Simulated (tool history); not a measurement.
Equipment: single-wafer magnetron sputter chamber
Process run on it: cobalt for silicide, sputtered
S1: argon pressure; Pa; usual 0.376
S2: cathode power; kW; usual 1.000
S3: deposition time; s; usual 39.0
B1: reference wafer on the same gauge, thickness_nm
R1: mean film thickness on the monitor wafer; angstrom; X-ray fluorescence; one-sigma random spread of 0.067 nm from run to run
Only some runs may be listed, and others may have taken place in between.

run     day     S1     S2    S3      B1      R1
  1   0.000  0.376  1.000  44.7  16.905  219.72
  2   1.992  0.376  1.000  39.0  16.919  190.36
  3   3.621  0.376  1.000  39.0  16.900  188.74
  4   5.967  0.376  1.000  39.0  16.905  189.18
  5   7.038  0.376  1.100  44.2  16.914  234.32
  6   8.388  0.376  1.100  44.2  16.909  234.33
  7  10.538  0.376  1.100  44.2  16.907  234.20
     11.342  -- sputter target and shields replaced
  8  13.008  0.376  1.000  39.0  16.885  190.08
  9  14.775  0.376  1.000  39.0  16.901  189.41
 10  16.725  0.376  1.000  39.0  16.910  188.81
     19.171  -- magnet pack replaced
 11  20.633  0.376  1.000  39.0  16.896  187.32
 12  23.417  0.376  1.000  39.0  16.909  186.84
     23.971  -- sputter target and shields replaced
     25.371  -- capacitance manometer re-zeroed and calibrated
 13  25.850  0.376  1.000  39.0  16.913  190.31
 14  26.917  0.376  1.000  39.0  16.904  190.66
 15  29.838  0.376  1.000  44.1  16.916  214.73
 16  32.379  0.376  1.200  35.6  16.898  208.00
 17  34.238  0.376  1.000  39.0  16.882  187.78
     35.421  -- sputter target and shields replaced
 18  36.054  0.376  1.150  39.0  16.889  217.40
 19  37.404  0.306  1.150  39.0  16.888  221.76
     37.800  -- gauge calibrated
 20  39.679  0.376  1.000  39.0  16.903  189.76
 21  41.162  0.376  0.900  39.0  16.902  171.79
 22  42.558  0.338  1.000  39.0  16.904  190.62
 23  45.517  0.226  1.000  43.1  16.894  214.67
     47.917  -- sputter target and shields replaced
 24  48.329  0.376  1.000  39.0  16.882  191.03
 25  50.954  0.376  1.000  39.0  16.889  189.82
 26  52.212  0.500  1.000  39.0  16.896  185.57
 27  54.079  0.494  1.000  41.5  16.889  197.47
 28  56.288  0.226  1.000  43.1  16.885  213.05

Branching from run 28: 3 alternative next runs. What would each branch give?
  A  56.304  0.376  1.000  45.4   ?   ?
  B  56.304  0.429  1.000  44.2   ?   ?
  C  56.304  0.376  1.150  33.6   ?   ?

run      B1      R1
  A  16.908  220.38
  B  16.908  212.40
  C  16.908  187.57
Had the tool no hidden state, the same runs would have come out as:
run      R1
  A  222.06
  B  214.02
  C  189.00
